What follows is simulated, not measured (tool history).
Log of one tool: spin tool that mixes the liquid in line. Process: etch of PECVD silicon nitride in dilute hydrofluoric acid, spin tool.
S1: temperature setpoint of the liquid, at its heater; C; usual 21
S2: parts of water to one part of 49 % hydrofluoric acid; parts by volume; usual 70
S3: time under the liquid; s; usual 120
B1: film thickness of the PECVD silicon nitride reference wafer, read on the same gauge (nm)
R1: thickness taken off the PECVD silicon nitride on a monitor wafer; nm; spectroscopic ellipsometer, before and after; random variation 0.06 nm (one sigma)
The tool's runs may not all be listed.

run     day    S1   S2   S3     B1     R1
  1       0    21   70  120  49.99   7.29
  2   3.825    21   70  120  50.01   7.16
  3   6.638    21   70  170     50  10.33
  4  10.192    21   70  170  49.97  10.35
  5  17.833    22   80  120  50.01   6.78
  6  20.179    21   70  120     50   7.15
  7   22.95    21   70  120  49.99   7.27
     24.658  -- gauge calibrated
  8  25.296    21   70  120  50.02   7.37
  9  29.288    21   70  120  50.01   7.35
 10  33.154    21   70  120  50.02   7.21
 11  36.958  25.5  100  155  50.03   8.66
 12  39.917  25.5   70  185  49.99  15.23
 13  42.692  18.5   35   95     50   9.45
 14  44.683  22.5   70  120  49.98   7.87
      46.15  -- hydrofluoric acid flow meter replaced
 15  48.267  19.5   95  190  49.98   7.94
 16   51.95    19  100  165  49.99   6.37
 17  55.179    21   45  180  50.02   17.4
 18  57.046  23.5   45  175  50.01  20.09
 19  59.729    19   40  165  49.98  15.29
     60.067  -- thermometer replaced
 20  62.654    21   70  120  49.99   7.48
 21  65.271    24  100   90     50   4.77

Estimate the outcome of run 22 from the log above:
 22  66.938  18  40  55   ?   ?

{"run 22": {"B1": 50.03, "R1": 4.77}}
Minus the tool's unlogged condition, the same run would have read R1 4.82 nm.

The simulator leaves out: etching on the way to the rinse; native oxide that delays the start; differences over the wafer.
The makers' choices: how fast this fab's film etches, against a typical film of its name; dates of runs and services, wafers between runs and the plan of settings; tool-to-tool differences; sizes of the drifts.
